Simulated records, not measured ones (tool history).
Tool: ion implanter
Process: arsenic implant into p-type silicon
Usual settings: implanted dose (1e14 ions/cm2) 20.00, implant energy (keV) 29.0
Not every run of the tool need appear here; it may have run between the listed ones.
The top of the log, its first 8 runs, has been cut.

run,hour,implanted dose (1e14 ions/cm2),implant energy (keV),"read-back reference wafer on the same gauge, sheet resistance",sheet resistance of the implanted and annealed layer (ohm/square)
9,113.9,20.00,29.0,102.97,104.01
10,125.0,20.00,29.0,103.11,104.11
11,141.3,20.00,29.0,102.96,104.39
12,150.2,24.28,29.0,102.77,101.57
13,162.2,24.76,22.5,103.14,116.65
14,178.6,20.00,23.5,103.21,115.58
# hour 181.3: gauge calibrated
15,194.8,17.77,21.5,102.91,122.94
16,211.1,20.00,29.0,102.87,104.74
# hour 230.7: extraction supply calibrated
17,231.2,20.00,25.5,102.94,110.89
18,231.5,14.87,29.0,102.98,111.15
19,244.3,17.19,20.0,102.81,127.46
20,260.4,22.67,23.5,102.95,113.61

Run 21 comes next. What will it give?
# hour 273.4: Faraday cup replaced and dose calibrated
21,273.9,24.62,29.0,?,?

{"run 21": {"read-back reference wafer on the same gauge, sheet resistance": 102.82, "sheet resistance of the implanted and annealed layer (ohm/square)": 102.19}}
Without the tool's hidden state the same run would have given sheet resistance of the implanted and annealed layer (ohm/square) 102.19.
